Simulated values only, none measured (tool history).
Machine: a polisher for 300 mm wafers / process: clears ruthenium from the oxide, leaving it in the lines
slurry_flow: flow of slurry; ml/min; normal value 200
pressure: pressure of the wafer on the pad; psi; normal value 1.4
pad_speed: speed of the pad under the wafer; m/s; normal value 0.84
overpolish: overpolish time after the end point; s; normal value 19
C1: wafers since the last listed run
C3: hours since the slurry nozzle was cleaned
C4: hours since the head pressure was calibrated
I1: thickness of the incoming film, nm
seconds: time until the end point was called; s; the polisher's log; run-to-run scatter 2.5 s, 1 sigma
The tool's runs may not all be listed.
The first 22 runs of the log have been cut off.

{"run": 23, "hour": 1170.7, "slurry_flow": 260, "pressure": 1.9, "pad_speed": 0.62, "overpolish": 19, "C1": 453, "wafers polished on this pad": 3210, "C3": 459, "C4": 398.3, "I1": 94.7, "seconds": 159.9}
{"hour": 1191.0, "done": "worn pad replaced by a new one"}
{"run": 24, "hour": 1204.2, "slurry_flow": 250, "pressure": 1.2, "pad_speed": 1.06, "overpolish": 23, "C1": 238, "wafers polished on this pad": 106, "C3": 492.5, "C4": 431.8, "I1": 94.2, "seconds": 138}
{"run": 25, "hour": 1261.7, "slurry_flow": 200, "pressure": 1.4, "pad_speed": 0.84, "overpolish": 19, "C1": 464, "wafers polished on this pad": 570, "C3": 550, "C4": 489.3, "I1": 96.1, "seconds": 153.7}
{"run": 26, "hour": 1323.9, "slurry_flow": 150, "pressure": 1, "pad_speed": 0.84, "overpolish": 28, "C1": 501, "wafers polished on this pad": 1072, "C3": 612.2, "C4": 551.5, "I1": 96.2, "seconds": 222.5}
{"run": 27, "hour": 1383.8, "slurry_flow": 200, "pressure": 1.4, "pad_speed": 0.84, "overpolish": 19, "C1": 483, "wafers polished on this pad": 1555, "C3": 672.1, "C4": 611.4, "I1": 95.5, "seconds": 151.4}
{"run": 28, "hour": 1452.0, "slurry_flow": 220, "pressure": 0.9, "pad_speed": 0.84, "overpolish": 13, "C1": 550, "wafers polished on this pad": 2105, "C3": 740.3, "C4": 679.6, "I1": 95.6, "seconds": 241.2}
{"run": 29, "hour": 1482.9, "slurry_flow": 155, "pressure": 1.4, "pad_speed": 0.7, "overpolish": 11, "C1": 249, "wafers polished on this pad": 2355, "C3": 771.2, "C4": 710.5, "I1": 96.6, "seconds": 206.1}
{"hour": 1491.8, "done": "slurry nozzle cleaned"}
{"run": 30, "hour": 1544.2, "slurry_flow": 200, "pressure": 1.4, "pad_speed": 0.84, "overpolish": 19, "C1": 486, "wafers polished on this pad": 2841, "C3": 52.4, "C4": 771.8, "I1": 94.2, "seconds": 162.3}
{"hour": 1554.8, "done": "head pressure recalibrated"}
{"run": 31, "hour": 1598.8, "slurry_flow": 145, "pressure": 0.9, "pad_speed": 1.04, "overpolish": 28, "C1": 424, "wafers polished on this pad": 3266, "C3": 107, "C4": 44, "I1": 93.9, "seconds": 218.8}
{"run": 32, "hour": 1638.5, "slurry_flow": 235, "pressure": 1.4, "pad_speed": 0.84, "overpolish": 30, "C1": 320, "wafers polished on this pad": 3586, "C3": 146.7, "C4": 83.7, "I1": 95.7, "seconds": 170.2}
{"hour": 1676.1, "done": "worn pad replaced by a new one"}
{"run": 33, "hour": 1698.6, "slurry_flow": 200, "pressure": 1.4, "pad_speed": 1.02, "overpolish": 19, "C1": 452, "wafers polished on this pad": 181, "C3": 206.8, "C4": 143.8, "I1": 94.5, "seconds": 122.1}
{"run": 34, "hour": 1759.0, "slurry_flow": 200, "pressure": 1.4, "pad_speed": 0.84, "overpolish": 19, "C1": 487, "wafers polished on this pad": 669, "C3": 267.2, "C4": 204.2, "I1": 94.3, "seconds": 154.9}
{"run": 35, "hour": 1825.5, "slurry_flow": 200, "pressure": 1.4, "pad_speed": 0.66, "overpolish": 14, "C1": 536, "wafers polished on this pad": 1205, "C3": 333.7, "C4": 270.7, "I1": 95.5, "seconds": 193}
{"run": 36, "hour": 1855.3, "slurry_flow": 225, "pressure": 1.8, "pad_speed": 0.92, "overpolish": 19, "C1": 240, "wafers polished on this pad": 1446, "C3": 363.5, "C4": 300.5, "I1": 95.1, "seconds": 110.8}
{"run": 37, "hour": 1895.5, "slurry_flow": 150, "pressure": 1.6, "pad_speed": 0.84, "overpolish": 13, "C1": 324, "wafers polished on this pad": 1770, "C3": 403.7, "C4": 340.7, "I1": 94.5, "seconds": 141.2}

Here are 4 independent what-if runs from the current tool condition. What would each one return?
{"run": "A", "hour": 1896.0, "slurry_flow": 200, "pressure": 1.4, "pad_speed": 0.84, "overpolish": 19, "C1": 4, "wafers polished on this pad": 1774, "C3": 404.2, "C4": 341.2, "I1": 95.8, "seconds": "?"}
{"run": "B", "hour": 1896.0, "slurry_flow": 150, "pressure": 1.4, "pad_speed": 0.84, "overpolish": 9, "C1": 4, "wafers polished on this pad": 1774, "C3": 404.2, "C4": 341.2, "I1": 95.8, "seconds": "?"}
{"run": "C", "hour": 1896.0, "slurry_flow": 200, "pressure": 1.4, "pad_speed": 1.12, "overpolish": 19, "C1": 4, "wafers polished on this pad": 1774, "C3": 404.2, "C4": 341.2, "I1": 95.8, "seconds": "?"}
{"run": "D", "hour": 1896.0, "slurry_flow": 170, "pressure": 1, "pad_speed": 1.08, "overpolish": 19, "C1": 4, "wafers polished on this pad": 1774, "C3": 404.2, "C4": 341.2, "I1": 95.8, "seconds": "?"}

run=A seconds=157.5
run=B seconds=165.5
run=C seconds=120.6
run=D seconds=176.8
Without the tool's hidden state the same runs would have given:
run=A seconds=152.5
run=B seconds=160.2
run=C seconds=116.8
run=D seconds=171.2
